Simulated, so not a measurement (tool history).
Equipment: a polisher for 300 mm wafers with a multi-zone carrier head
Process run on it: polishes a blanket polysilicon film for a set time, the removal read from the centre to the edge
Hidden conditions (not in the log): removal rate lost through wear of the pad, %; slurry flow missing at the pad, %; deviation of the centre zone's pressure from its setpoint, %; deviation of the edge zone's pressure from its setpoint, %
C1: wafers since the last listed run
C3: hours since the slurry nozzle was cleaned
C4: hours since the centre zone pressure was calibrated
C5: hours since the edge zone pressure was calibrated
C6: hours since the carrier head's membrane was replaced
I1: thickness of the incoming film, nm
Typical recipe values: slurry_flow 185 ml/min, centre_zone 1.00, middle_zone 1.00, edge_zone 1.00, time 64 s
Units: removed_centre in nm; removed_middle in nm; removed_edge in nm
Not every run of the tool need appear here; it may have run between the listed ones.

run 1 day=0.000 | slurry_flow=185 centre_zone=1.00 middle_zone=1.00 edge_zone=1.00 time=64 | C1=0 wafers_polished_on_this_pad=392 C3=327.9 C4=684.4 C5=198.0 C6=1275.5 | I1=1818.3 | removed_centre=515.8 removed_middle=574.2 removed_edge=581.2
run 2 day=0.575 | slurry_flow=185 centre_zone=1.00 middle_zone=1.00 edge_zone=1.00 time=64 | C1=159 wafers_polished_on_this_pad=551 C3=341.7 C4=698.2 C5=211.8 C6=1289.3 | I1=1809.4 | removed_centre=509.9 removed_middle=576.4 removed_edge=574.4
run 3 day=1.758 | slurry_flow=185 centre_zone=1.00 middle_zone=1.00 edge_zone=1.00 time=64 | C1=327 wafers_polished_on_this_pad=879 C3=370.1 C4=726.6 C5=240.2 C6=1317.7 | I1=1806.8 | removed_centre=509.1 removed_middle=584.4 removed_edge=574.9
-- day=1.825 slurry nozzle cleaned
run 4 day=3.046 | slurry_flow=185 centre_zone=1.00 middle_zone=1.00 edge_zone=1.00 time=64 | C1=345 wafers_polished_on_this_pad=1225 C3=29.3 C4=757.5 C5=271.1 C6=1348.6 | I1=1840.6 | removed_centre=512.6 removed_middle=572.5 removed_edge=569.2
-- day=3.371 worn pad replaced by a new one
run 5 day=4.238 | slurry_flow=185 centre_zone=0.95 middle_zone=1.00 edge_zone=1.00 time=64 | C1=283 wafers_polished_on_this_pad=239 C3=57.9 C4=786.1 C5=299.7 C6=1377.2 | I1=1837.9 | removed_centre=482.2 removed_middle=584.0 removed_edge=569.7
run 6 day=5.362 | slurry_flow=185 centre_zone=0.95 middle_zone=1.00 edge_zone=1.00 time=64 | C1=311 wafers_polished_on_this_pad=551 C3=84.9 C4=813.1 C5=326.7 C6=1404.2 | I1=1790.1 | removed_centre=486.5 removed_middle=567.3 removed_edge=563.5
-- day=5.533 centre zone pressure recalibrated
run 7 day=5.917 | slurry_flow=185 centre_zone=1.00 middle_zone=1.00 edge_zone=1.00 time=64 | C1=130 wafers_polished_on_this_pad=682 C3=98.2 C4=9.2 C5=340.0 C6=1417.5 | I1=1822.3 | removed_centre=559.5 removed_middle=589.8 removed_edge=574.5
run 8 day=7.342 | slurry_flow=185 centre_zone=1.00 middle_zone=1.00 edge_zone=1.00 time=64 | C1=394 wafers_polished_on_this_pad=1076 C3=132.4 C4=43.4 C5=374.2 C6=1451.7 | I1=1810.3 | removed_centre=552.5 removed_middle=563.3 removed_edge=574.6
run 9 day=7.950 | slurry_flow=145 centre_zone=1.00 middle_zone=1.00 edge_zone=1.10 time=64 | C1=168 wafers_polished_on_this_pad=1245 C3=147.0 C4=58.0 C5=388.8 C6=1466.3 | I1=1813.6 | removed_centre=525.6 removed_middle=559.1 removed_edge=579.3
-- day=8.262 worn pad replaced by a new one
run 10 day=8.817 | slurry_flow=185 centre_zone=1.00 middle_zone=1.00 edge_zone=1.05 time=64 | C1=193 wafers_polished_on_this_pad=153 C3=167.8 C4=78.8 C5=409.6 C6=1487.1 | I1=1783.3 | removed_centre=540.2 removed_middle=582.1 removed_edge=596.5
run 11 day=9.808 | slurry_flow=185 centre_zone=1.08 middle_zone=0.91 edge_zone=1.00 time=64 | C1=274 wafers_polished_on_this_pad=427 C3=191.6 C4=102.6 C5=433.4 C6=1510.9 | I1=1797.0 | removed_centre=586.0 removed_middle=532.6 removed_edge=576.6
run 12 day=10.350 | slurry_flow=185 centre_zone=1.00 middle_zone=1.00 edge_zone=1.00 time=64 | C1=150 wafers_polished_on_this_pad=577 C3=204.6 C4=115.6 C5=446.4 C6=1523.9 | I1=1831.3 | removed_centre=538.6 removed_middle=567.1 removed_edge=579.0
run 13 day=11.754 | slurry_flow=185 centre_zone=1.00 middle_zone=1.00 edge_zone=1.00 time=64 | C1=389 wafers_polished_on_this_pad=967 C3=238.3 C4=149.3 C5=480.1 C6=1557.6 | I1=1843.1 | removed_centre=529.8 removed_middle=577.1 removed_edge=561.2
-- day=13.204 edge zone pressure recalibrated
run 14 day=13.233 | slurry_flow=185 centre_zone=1.00 middle_zone=0.93 edge_zone=1.00 time=64 | C1=386 wafers_polished_on_this_pad=1353 C3=273.8 C4=184.8 C5=0.7 C6=1593.1 | I1=1802.5 | removed_centre=526.0 removed_middle=536.1 removed_edge=564.6
-- day=13.821 worn pad replaced by a new one
-- day=13.917 carrier head's membrane replaced by a new one
run 15 day=14.412 | slurry_flow=210 centre_zone=0.89 middle_zone=0.93 edge_zone=1.10 time=64 | C1=254 wafers_polished_on_this_pad=137 C3=302.1 C4=213.1 C5=29.0 C6=11.9 | I1=1790.3 | removed_centre=473.4 removed_middle=552.7 removed_edge=614.5
run 16 day=15.283 | slurry_flow=185 centre_zone=1.00 middle_zone=1.00 edge_zone=0.88 time=64 | C1=241 wafers_polished_on_this_pad=378 C3=323.0 C4=234.0 C5=49.9 C6=32.8 | I1=1820.1 | removed_centre=517.3 removed_middle=576.2 removed_edge=527.2
run 17 day=16.000 | slurry_flow=185 centre_zone=1.00 middle_zone=1.00 edge_zone=1.00 time=64 | C1=198 wafers_polished_on_this_pad=577 C3=340.2 C4=251.2 C5=67.1 C6=50.0 | I1=1806.2 | removed_centre=517.4 removed_middle=567.4 removed_edge=570.0
run 18 day=16.946 | slurry_flow=155 centre_zone=1.00 middle_zone=1.00 edge_zone=1.00 time=82 | C1=262 wafers_polished_on_this_pad=839 C3=362.9 C4=273.9 C5=89.8 C6=72.7 | I1=1795.5 | removed_centre=649.2 removed_middle=730.4 removed_edge=736.3
run 19 day=17.929 | slurry_flow=185 centre_zone=1.07 middle_zone=1.00 edge_zone=1.00 time=64 | C1=272 wafers_polished_on_this_pad=1112 C3=386.5 C4=297.5 C5=113.4 C6=96.3 | I1=1787.8 | removed_centre=553.5 removed_middle=580.0 removed_edge=577.0
-- day=18.921 slurry nozzle cleaned
run 20 day=18.950 | slurry_flow=185 centre_zone=1.00 middle_zone=1.00 edge_zone=0.96 time=64 | C1=271 wafers_polished_on_this_pad=1383 C3=0.7 C4=322.0 C5=137.9 C6=120.8 | I1=1826.9 | removed_centre=510.3 removed_middle=566.2 removed_edge=556.2
-- day=19.642 worn pad replaced by a new one
run 21 day=19.821 | slurry_flow=185 centre_zone=0.89 middle_zone=1.00 edge_zone=1.00 time=64 | C1=195 wafers_polished_on_this_pad=49 C3=21.6 C4=342.9 C5=158.8 C6=141.7 | I1=1808.6 | removed_centre=456.0 removed_middle=575.9 removed_edge=573.6
run 22 day=20.571 | slurry_flow=185 centre_zone=0.91 middle_zone=1.00 edge_zone=1.00 time=64 | C1=207 wafers_polished_on_this_pad=257 C3=39.6 C4=360.9 C5=176.8 C6=159.7 | I1=1821.9 | removed_centre=457.9 removed_middle=570.2 removed_edge=568.2

Hidden state at the last listed run before each entry between runs and at the first one after, where it differs:
In the gap between runs 3 and 4: slurry nozzle cleaned (day 1.825)
  deviation of the centre zone's pressure from its setpoint, %: -8.85 -> -8.96
  the result without the hidden state subtracted from the measured one, removed_centre: -49.8 -> -50.9 nm
In the gap between runs 4 and 5: worn pad replaced by a new one (day 3.371)
  deviation of the centre zone's pressure from its setpoint, %: -8.96 -> -9.05
  the result without the hidden state subtracted from the measured one, removed_centre: -50.9 -> -48.7 nm
In the gap between runs 6 and 7: centre zone pressure recalibrated (day 5.533)
  deviation of the centre zone's pressure from its setpoint, %: -9.14 -> -1.12
  the result without the hidden state subtracted from the measured one, removed_centre: -49.6 -> -6.4 nm
In the gap between runs 9 and 10: worn pad replaced by a new one (day 8.262)
  deviation of the centre zone's pressure from its setpoint, %: -2.93 -> -3.61
  the result without the hidden state subtracted from the measured one, removed_centre: -16.0 -> -20.4 nm
In the gap between runs 13 and 14: edge zone pressure recalibrated (day 13.204)
  deviation of the centre zone's pressure from its setpoint, %: -5.62 -> -6.47
  the result without the hidden state subtracted from the measured one, removed_centre: -31.8 -> -36.7 nm
In the gap between runs 14 and 15: worn pad replaced by a new one (day 13.821); carrier head's membrane replaced by a new one (day 13.917)
  deviation of the centre zone's pressure from its setpoint, %: -6.47 -> -7.08
  the result without the hidden state subtracted from the measured one, removed_centre: -36.7 -> -36.8 nm
In the gap between runs 19 and 20: slurry nozzle cleaned (day 18.921)
  deviation of the centre zone's pressure from its setpoint, %: -8.6 -> -8.96
  the result without the hidden state subtracted from the measured one, removed_centre: -52.2 -> -50.7 nm
In the gap between runs 20 and 21: worn pad replaced by a new one (day 19.642)
  deviation of the centre zone's pressure from its setpoint, %: -8.96 -> -9.26
  the result without the hidden state subtracted from the measured one, removed_centre: -50.7 -> -47.4 nm
